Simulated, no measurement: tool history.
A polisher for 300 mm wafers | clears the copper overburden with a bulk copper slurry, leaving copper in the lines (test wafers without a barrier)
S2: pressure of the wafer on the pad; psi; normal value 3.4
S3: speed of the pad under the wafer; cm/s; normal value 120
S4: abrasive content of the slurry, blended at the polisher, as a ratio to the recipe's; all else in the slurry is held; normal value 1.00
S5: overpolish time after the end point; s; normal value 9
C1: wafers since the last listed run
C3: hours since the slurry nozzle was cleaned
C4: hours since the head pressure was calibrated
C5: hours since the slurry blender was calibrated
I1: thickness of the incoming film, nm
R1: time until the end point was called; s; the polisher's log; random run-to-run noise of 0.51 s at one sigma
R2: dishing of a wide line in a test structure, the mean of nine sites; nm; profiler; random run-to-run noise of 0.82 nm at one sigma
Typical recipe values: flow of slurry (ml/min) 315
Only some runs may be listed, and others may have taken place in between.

Run 1, hour 0.0: usual settings; C1 0; wafers polished on this pad 66; C3 297.1; C4 381.5; C5 141.9; I1 920.4. Result: R1 60.7 s, R2 70.7 nm.
Run 2, hour 7.4: usual settings; C1 51; wafers polished on this pad 118; C3 304.5; C4 388.9; C5 149.3; I1 916.8. Result: R1 59.7 s, R2 73.3 nm.
Run 3, hour 15.9: usual settings; C1 59; wafers polished on this pad 177; C3 313.0; C4 397.4; C5 157.8; I1 913.7. Result: R1 60.2 s, R2 71.6 nm.
Run 4, hour 24.4: usual settings; C1 59; wafers polished on this pad 237; C3 321.5; C4 405.9; C5 166.3; I1 923.0. Result: R1 60.2 s, R2 73.2 nm.
Run 5, hour 36.5: usual settings but S3 88 cm/s, S4 0.85; C1 84; wafers polished on this pad 321; C3 333.6; C4 418.0; C5 178.4; I1 907.9. Result: R1 84.2 s, R2 54.6 nm.
Run 6, hour 43.3: usual settings; C1 47; wafers polished on this pad 369; C3 340.4; C4 424.8; C5 185.2; I1 919.6. Result: R1 60.4 s, R2 73.5 nm.
Run 7, hour 56.4: usual settings; C1 91; wafers polished on this pad 460; C3 353.5; C4 437.9; C5 198.3; I1 913.5. Result: R1 59.6 s, R2 71.5 nm.
Run 8, hour 70.0: usual settings; C1 95; wafers polished on this pad 555; C3 367.1; C4 451.5; C5 211.9; I1 922.4. Result: R1 60.3 s, R2 72.2 nm.
Run 9, hour 81.0: usual settings; C1 76; wafers polished on this pad 632; C3 378.1; C4 462.5; C5 222.9; I1 915.7. Result: R1 60.0 s, R2 72.3 nm.
Run 10, hour 87.7: usual settings; C1 46; wafers polished on this pad 679; C3 384.8; C4 469.2; C5 229.6; I1 930.0. Result: R1 60.2 s, R2 71.9 nm.
Run 11, hour 97.6: usual settings; C1 69; wafers polished on this pad 748; C3 394.7; C4 479.1; C5 239.5; I1 918.7. Result: R1 60.5 s, R2 71.6 nm.
At hour 102.4: slurry blender recalibrated.
Run 12, hour 105.8: usual settings; C1 43; wafers polished on this pad 792; C3 402.9; C4 487.3; C5 3.4; I1 925.7. Result: R1 61.3 s, R2 72.3 nm.
At hour 109.0: head pressure recalibrated.
At hour 113.0: slurry nozzle cleaned.
Run 13, hour 123.3: usual settings but S2 3.9 psi, S4 1.25; C1 101; wafers polished on this pad 893; C3 10.3; C4 14.3; C5 20.9; I1 921.7. Result: R1 50.6 s, R2 81.3 nm.
Run 14, hour 133.9: usual settings but S2 3.9 psi, S4 1.25; C1 74; wafers polished on this pad 967; C3 20.9; C4 24.9; C5 31.5; I1 908.7. Result: R1 50.4 s, R2 81.8 nm.
Run 15, hour 143.1: usual settings but S5 8 s; C1 64; wafers polished on this pad 1032; C3 30.1; C4 34.1; C5 40.7; I1 927.4. Result: R1 58.5 s, R2 69.7 nm.
At hour 159.0: worn pad replaced by a new one.
Run 16, hour 159.5: usual settings but S2 2.9 psi; C1 86; wafers polished on this pad 3; C3 46.5; C4 50.5; C5 57.1; I1 915.3. Result: R1 64.0 s, R2 67.8 nm.
Run 17, hour 171.6: usual settings; C1 84; wafers polished on this pad 87; C3 58.6; C4 62.6; C5 69.2; I1 908.6. Result: R1 59.1 s, R2 73.9 nm.
Run 18, hour 178.4: usual settings; C1 47; wafers polished on this pad 135; C3 65.4; C4 69.4; C5 76.0; I1 908.1. Result: R1 58.4 s, R2 73.8 nm.
Run 19, hour 209.3: usual settings but flow of slurry (ml/min) 390, S2 4.0 psi, S5 12 s; C1 216; wafers polished on this pad 351; C3 96.3; C4 100.3; C5 106.9; I1 928.1. Result: R1 52.8 s, R2 97.7 nm.
Run 20, hour 227.1: usual settings but flow of slurry (ml/min) 385, S3 86 cm/s, S4 1.10; C1 124; wafers polished on this pad 475; C3 114.1; C4 118.1; C5 124.7; I1 921.5. Result: R1 79.5 s, R2 58.3 nm.
Run 21, hour 234.7: usual settings but S2 4.0 psi, S4 1.10, S5 13 s; C1 53; wafers polished on this pad 529; C3 121.7; C4 125.7; C5 132.3; I1 934.5. Result: R1 53.5 s, R2 100.2 nm.
Run 22, hour 245.5: usual settings but flow of slurry (ml/min) 405, S3 106 cm/s, S5 11 s; C1 75; wafers polished on this pad 604; C3 132.5; C4 136.5; C5 143.1; I1 925.4. Result: R1 65.8 s, R2 77.7 nm.

Run 23 is up next; what results do you expect?
Run 23, hour 261.0: usual settings but S2 2.6 psi, S3 136 cm/s, S4 1.15, S5 11 s; C1 108; wafers polished on this pad 712; C3 148.0; C4 152.0; C5 158.6; I1 903.4. Result: R1 ?, R2 ?.

{"run 23": {"R1": 58.1, "R2": 81.8}}
On a tool with no hidden condition, and with the same random variation, this run would have come out at R1 56.4 s, R2 83.3 nm.
